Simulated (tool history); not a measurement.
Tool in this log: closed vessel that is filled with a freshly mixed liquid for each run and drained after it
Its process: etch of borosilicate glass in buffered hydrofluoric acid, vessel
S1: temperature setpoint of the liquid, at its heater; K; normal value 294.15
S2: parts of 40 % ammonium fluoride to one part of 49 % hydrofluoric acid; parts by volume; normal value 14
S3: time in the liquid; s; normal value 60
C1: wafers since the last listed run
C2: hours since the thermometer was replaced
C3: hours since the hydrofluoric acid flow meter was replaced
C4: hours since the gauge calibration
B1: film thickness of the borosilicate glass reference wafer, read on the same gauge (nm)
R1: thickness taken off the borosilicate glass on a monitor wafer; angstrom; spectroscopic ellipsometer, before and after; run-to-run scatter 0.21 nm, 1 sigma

run     day      S1    S2  S3     C1      C2      C3     C4     B1     R1
  1       0  291.65    14  40      0   901.1    1596   73.2     70  254.8
  2   0.754  291.65    14  40   2600   919.2  1614.1   91.3  69.98  255.4
  3   1.288  298.15    14  60   1839     932  1626.9  104.1  70.02  545.3
  4   4.642  296.65    14  60  11567  1012.5  1707.4  184.6  69.98  503.3
  5   8.525  296.65    14  60  13392  1105.7  1800.6  277.8  70.02    506
  6   9.217  296.65    14  60   2385  1122.3  1817.2  294.4     70  508.8
  7   9.792  294.15    14  55   1982  1136.1    1831  308.2  69.96  406.4
  8  10.554  294.15    14  60   2629  1154.4  1849.3  326.5  69.97    448
  9  11.104  294.15    14  60   1896  1167.6  1862.5  339.7  69.99  441.1
     11.983  -- hydrofluoric acid flow meter replaced
 10  12.167  294.15    14  60   3520  1193.1     4.4  365.2  69.96  445.1
 11  13.521  294.15    14  60   4669  1225.6    36.9  397.7  69.98  449.7
 12  14.167  294.15    14  60   2227  1241.1    52.4  413.2  70.01    447
 13  15.367  294.15    14  60   4138  1269.9    81.2    442  70.01  442.4
 14  17.383  294.15    14  60   6954  1318.3   129.6  490.4  69.97  447.2
     17.408  -- gauge calibrated
 15  18.138  294.15    14  60   2600  1336.4   147.7   17.5  69.99  447.9
 16  19.146  291.65    14  60   3477  1360.6   171.9   41.7  70.01  391.1
 17  19.888  291.65    19  30   2557  1378.4   189.7   59.5  69.98  144.7
 18  20.529  291.65    19  30   2212  1393.8   205.1   74.9  69.98  144.8
 19   21.55  294.15    14  80   3520  1418.3   229.6   99.4     70  599.7
 20  23.008  294.15  19.5  60   5029  1453.3   264.6  134.4  70.01  324.1
 21  23.804  294.15    14  60   2744  1472.4   283.7  153.5  70.01  451.3
 22   24.75  294.15    14  60   3261  1495.1   306.4  176.2  69.97  452.8
 23  25.471  292.65    14  30   2485  1512.4   323.7  193.5  69.98  207.9
     26.608  -- thermometer replaced
 24  26.796  294.15    14  60   4425     4.5   355.5  225.3  69.98  426.1
 25  27.917  294.15  11.5  75   3865    31.4   382.4  252.2     70  647.8
 26  28.433  290.15    14  60   1781    43.8   394.8  264.6  70.03  339.6
 27  29.554  294.15    14  60   3865    70.7   421.7  291.5  69.99  424.5
 28  30.608  294.15    14  70   3635      96     447  316.8  69.98  496.7
 29  31.892  290.65    14  60   4425   126.8   477.8  347.6  69.99  354.3
 30  32.871  294.15    14  60   3376   150.3   501.3  371.1  70.01  430.3
 31  33.442  294.15  18.5  60   1968     164     515  384.8     70  326.4
 32   34.75  294.15  18.5  75   4511   195.4   546.4  416.2  70.04  411.3
 33  35.954  294.15    14  90   4152   224.3   575.3  445.1  70.01  643.7

Alternative continuations, all from the tool just after run 33; predict every row:
  A  35.983  294.15    14  45  100  225  576  445.8   ?   ?
  B  35.983  290.65    18  50  100  225  576  445.8   ?   ?
  C  35.983  298.15    14  45  100  225  576  445.8   ?   ?
  D  35.983  294.15  15.5  60  100  225  576  445.8   ?   ?

run     B1     R1
  A  70.02    323
  B  70.02  230.5
  C  70.02  400.6
  D  70.02  389.3
Had the tool no hidden state, the same runs would have come out as:
run     R1
  A  318.4
  B  227.2
  C  395.1
  D  383.8
